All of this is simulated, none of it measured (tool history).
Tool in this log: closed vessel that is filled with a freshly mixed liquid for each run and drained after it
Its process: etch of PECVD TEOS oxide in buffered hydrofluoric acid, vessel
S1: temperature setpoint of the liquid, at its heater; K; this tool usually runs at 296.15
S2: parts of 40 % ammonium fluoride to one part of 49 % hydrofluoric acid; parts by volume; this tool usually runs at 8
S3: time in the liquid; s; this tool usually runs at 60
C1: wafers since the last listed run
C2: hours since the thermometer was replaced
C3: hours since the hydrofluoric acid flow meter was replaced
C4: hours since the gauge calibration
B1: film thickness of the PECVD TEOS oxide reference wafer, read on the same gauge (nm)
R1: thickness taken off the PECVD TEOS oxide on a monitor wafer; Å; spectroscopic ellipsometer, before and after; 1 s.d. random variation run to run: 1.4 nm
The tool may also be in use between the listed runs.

run	day	S1	S2	S3	C1	C2	C3	C4	B1	R1
1	0	296.15	8	60	0	947.7	361.4	1188.5	130.03	1645.8
2	1.808	296.15	8	60	6318	991.1	404.8	1231.9	130	1636.6
3	3.846	296.15	8	60	7119	1040	453.7	1280.8	130	1602.5
# day 7.254: hydrofluoric acid flow meter replaced
4	8.175	296.15	8	60	14980	1143.9	22.1	1384.7	130.02	1639.4
5	14.608	296.15	8	60	22478	1298.3	176.5	1539.1	130.01	1650.2
6	20.083	296.15	8	60	19129	1429.7	307.9	1670.5	130	1671.6
7	22.488	296.15	8	35	8400	1487.4	365.6	1728.2	130.02	964.8
# day 23.912: gauge calibrated
8	26.533	296.15	8	35	14136	1584.5	462.7	62.9	129.98	985.7
9	29.812	296.15	8	60	11457	1663.2	541.4	141.6	129.98	1649.9
10	33.804	296.15	5.5	35	13946	1759	637.2	237.4	130	1385.7
# day 35.504: hydrofluoric acid flow meter replaced
# day 42.004: thermometer replaced
11	46.262	294.15	11	70	43238	102.2	258.2	536.4	130	1250.5
12	50.104	293.65	9.5	80	13422	194.4	350.4	628.6	129.99	1586.5
13	52.15	294.65	11	85	7148	243.5	399.5	677.7	130.01	1566
14	56.254	292.65	9	75	14340	342	498	776.2	130.01	1463.4
# day 58.421: hydrofluoric acid flow meter replaced
15	59.55	296.15	8	60	11370	421.1	27.1	855.3	129.99	1587.8
16	62.017	300.15	5	85	8618	480.3	86.3	914.5	130	4417.6
17	65.475	296.15	8	60	12083	563.3	169.3	997.5	130.04	1606.4
18	69.417	296.15	8	60	13772	657.9	263.9	1092.1	130	1664.3

The next listed run, before its measurement:
19	73.288	296.15	8	60	13524	750.8	356.8	1185	?	?

{"run 19": {"B1": 129.99, "R1": 1622.3}}
Take away the tool's hidden state, keep the run-to-run variation as it was, and the same run would have given R1 1558.8 Å.

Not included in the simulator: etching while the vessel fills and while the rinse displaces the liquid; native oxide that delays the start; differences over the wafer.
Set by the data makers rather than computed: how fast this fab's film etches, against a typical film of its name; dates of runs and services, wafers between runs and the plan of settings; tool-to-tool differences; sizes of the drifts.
